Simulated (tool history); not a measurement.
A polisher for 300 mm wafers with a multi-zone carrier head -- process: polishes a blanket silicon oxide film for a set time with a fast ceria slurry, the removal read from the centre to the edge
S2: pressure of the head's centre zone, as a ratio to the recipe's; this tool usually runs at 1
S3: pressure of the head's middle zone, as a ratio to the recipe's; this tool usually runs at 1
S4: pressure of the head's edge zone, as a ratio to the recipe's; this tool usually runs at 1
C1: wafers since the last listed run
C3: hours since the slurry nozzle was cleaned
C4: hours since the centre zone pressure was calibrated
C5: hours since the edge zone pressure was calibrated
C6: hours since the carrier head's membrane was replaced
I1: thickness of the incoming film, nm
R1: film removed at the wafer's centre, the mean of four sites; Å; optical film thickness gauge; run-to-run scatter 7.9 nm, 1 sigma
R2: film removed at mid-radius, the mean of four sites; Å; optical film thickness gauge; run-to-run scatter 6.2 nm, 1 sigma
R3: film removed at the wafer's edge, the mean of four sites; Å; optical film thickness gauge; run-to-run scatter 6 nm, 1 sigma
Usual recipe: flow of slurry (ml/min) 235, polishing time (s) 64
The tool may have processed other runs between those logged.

Run 1, hour 0: usual settings; C1 0; wafers polished on this pad 4369; C3 184.9; C4 403.5; C5 604.6; C6 1580.4; I1 3724.7. Result: R1 7346 Å, R2 7297 Å, R3 7194 Å.
At hour 49.9: centre zone pressure recalibrated.
Run 2, hour 51.2: usual settings; C1 722; wafers polished on this pad 5092; C3 236.1; C4 1.3; C5 655.8; C6 1631.6; I1 3667.4. Result: R1 7234 Å, R2 7169 Å, R3 7072 Å.
At hour 56.9: worn pad replaced by a new one.
Run 3, hour 78.4: usual settings but S3 0.97; C1 340; wafers polished on this pad 316; C3 263.3; C4 28.5; C5 683; C6 1658.8; I1 3724.7. Result: R1 8018 Å, R2 7721 Å, R3 7732 Å.
Run 4, hour 105.8: usual settings but flow of slurry (ml/min) 260, S3 0.96, S4 1.1, polishing time (s) 44; C1 402; wafers polished on this pad 718; C3 290.7; C4 55.9; C5 710.4; C6 1686.2; I1 3729.9. Result: R1 5534 Å, R2 5297 Å, R3 5498 Å.
At hour 146.5: carrier head's membrane replaced by a new one.
Run 5, hour 148.7: usual settings but S3 0.94, S4 1.09, polishing time (s) 81; C1 556; wafers polished on this pad 1275; C3 333.6; C4 98.8; C5 753.3; C6 2.2; I1 3700. Result: R1 9929 Å, R2 9319 Å, R3 9761 Å.
Run 6, hour 192.4: usual settings; C1 642; wafers polished on this pad 1917; C3 377.3; C4 142.5; C5 797; C6 45.9; I1 3718.4. Result: R1 7693 Å, R2 7667 Å, R3 7601 Å.
At hour 199.4: slurry nozzle cleaned.
Run 7, hour 250: usual settings; C1 831; wafers polished on this pad 2749; C3 50.6; C4 200.1; C5 854.6; C6 103.5; I1 3640.9. Result: R1 7594 Å, R2 7531 Å, R3 7297 Å.
Run 8, hour 296.5: usual settings but flow of slurry (ml/min) 265, S3 1.08, polishing time (s) 45; C1 683; wafers polished on this pad 3432; C3 97.1; C4 246.6; C5 901.1; C6 150; I1 3628.9. Result: R1 5311 Å, R2 5751 Å, R3 5196 Å.
Run 9, hour 326.7: usual settings but S3 1.05; C1 443; wafers polished on this pad 3876; C3 127.3; C4 276.8; C5 931.3; C6 180.2; I1 3688. Result: R1 7435 Å, R2 7703 Å, R3 7129 Å.
Run 10, hour 375.2: usual settings but S3 1.04, S4 1.07, polishing time (s) 49; C1 712; wafers polished on this pad 4589; C3 175.8; C4 325.3; C5 979.8; C6 228.7; I1 3665.7. Result: R1 5612 Å, R2 5768 Å, R3 5593 Å.
Run 11, hour 399.3: usual settings; C1 354; wafers polished on this pad 4943; C3 199.9; C4 349.4; C5 1003.9; C6 252.8; I1 3664. Result: R1 7358 Å, R2 7228 Å, R3 7080 Å.
At hour 470.8: worn pad replaced by a new one.
Run 12, hour 471.3: usual settings but flow of slurry (ml/min) 285, S4 0.95, polishing time (s) 46; C1 999; wafers polished on this pad 6; C3 271.9; C4 421.4; C5 1075.9; C6 324.8; I1 3687.4. Result: R1 5937 Å, R2 5935 Å, R3 5528 Å.
At hour 516.7: edge zone pressure recalibrated.
Run 13, hour 517.9: usual settings; C1 655; wafers polished on this pad 662; C3 318.5; C4 468; C5 1.2; C6 371.4; I1 3746.2. Result: R1 7842 Å, R2 7956 Å, R3 7819 Å.
At hour 525.6: centre zone pressure recalibrated.
At hour 547.9: slurry nozzle cleaned.
Run 14, hour 585.6: usual settings but flow of slurry (ml/min) 275, S3 0.9, S4 1.08, polishing time (s) 58; C1 950; wafers polished on this pad 1612; C3 37.7; C4 60; C5 68.9; C6 439.1; I1 3659. Result: R1 7238 Å, R2 6625 Å, R3 7115 Å.
Run 15, hour 627.7: usual settings but S2 0.95, S3 0.89; C1 618; wafers polished on this pad 2231; C3 79.8; C4 102.1; C5 111; C6 481.2; I1 3645.2. Result: R1 7416 Å, R2 7006 Å, R3 7550 Å.
Run 16, hour 657.7: usual settings but flow of slurry (ml/min) 175, S2 0.97, S3 0.96, S4 1.05; C1 440; wafers polished on this pad 2672; C3 109.8; C4 132.1; C5 141; C6 511.2; I1 3621.8. Result: R1 6846 Å, R2 6964 Å, R3 7304 Å.
Run 17, hour 690.7: usual settings but flow of slurry (ml/min) 180, S3 1.1; C1 484; wafers polished on this pad 3157; C3 142.8; C4 165.1; C5 174; C6 544.2; I1 3634.2. Result: R1 7185 Å, R2 7670 Å, R3 7061 Å.
Run 18, hour 749.2: usual settings but flow of slurry (ml/min) 165, S2 1.07, S3 0.91; C1 859; wafers polished on this pad 4016; C3 201.3; C4 223.6; C5 232.5; C6 602.7; I1 3621.2. Result: R1 7474 Å, R2 6427 Å, R3 6924 Å.
Run 19, hour 784.5: usual settings but flow of slurry (ml/min) 275, S2 1.04, S3 1.09, S4 0.95; C1 518; wafers polished on this pad 4535; C3 236.6; C4 258.9; C5 267.8; C6 638; I1 3698.8. Result: R1 7898 Å, R2 8080 Å, R3 7064 Å.
Run 20, hour 834.5: usual settings but flow of slurry (ml/min) 305, S3 1.1, S4 1.09; C1 734; wafers polished on this pad 5270; C3 286.6; C4 308.9; C5 317.8; C6 688; I1 3662.5. Result: R1 7498 Å, R2 7984 Å, R3 7546 Å.
At hour 853.8: worn pad replaced by a new one.
Run 21, hour 891.2: usual settings; C1 774; wafers polished on this pad 550; C3 343.3; C4 365.6; C5 374.5; C6 744.7; I1 3687.1. Result: R1 7877 Å, R2 7964 Å, R3 7745 Å.
Run 22, hour 945.6: usual settings but S2 0.94, polishing time (s) 44; C1 799; wafers polished on this pad 1349; C3 397.7; C4 420; C5 428.9; C6 799.1; I1 3703.4. Result: R1 4983 Å, R2 5266 Å, R3 5222 Å.

4 ways to go on from here, each from the tool as it stands after run 22. What would each give?
Run A, hour 946: usual settings but S4 1.1; C1 5; wafers polished on this pad 1355; C3 398.1; C4 420.4; C5 429.3; C6 799.5; I1 3647. Result: R1 ?, R2 ?, R3 ?.
Run B, hour 946: usual settings but flow of slurry (ml/min) 210, S4 1.09; C1 5; wafers polished on this pad 1355; C3 398.1; C4 420.4; C5 429.3; C6 799.5; I1 3647. Result: R1 ?, R2 ?, R3 ?.
Run C, hour 946: usual settings but S3 1.07, S4 0.93, polishing time (s) 73; C1 5; wafers polished on this pad 1355; C3 398.1; C4 420.4; C5 429.3; C6 799.5; I1 3647. Result: R1 ?, R2 ?, R3 ?.
Run D, hour 946: usual settings but S4 1.05; C1 5; wafers polished on this pad 1355; C3 398.1; C4 420.4; C5 429.3; C6 799.5; I1 3647. Result: R1 ?, R2 ?, R3 ?.

run    R1    R2    R3
  A  7863  7793  7943
  B  7721  7666  7817
  C  8974  9416  8487
  D  7863  7793  7797
Take away the tool's hidden state, keep each run's random variation, and the runs would have read:
run    R1    R2    R3
  A  8152  8079  8235
  B  8005  7948  8105
  C  9303  9762  8799
  D  8152  8080  8084

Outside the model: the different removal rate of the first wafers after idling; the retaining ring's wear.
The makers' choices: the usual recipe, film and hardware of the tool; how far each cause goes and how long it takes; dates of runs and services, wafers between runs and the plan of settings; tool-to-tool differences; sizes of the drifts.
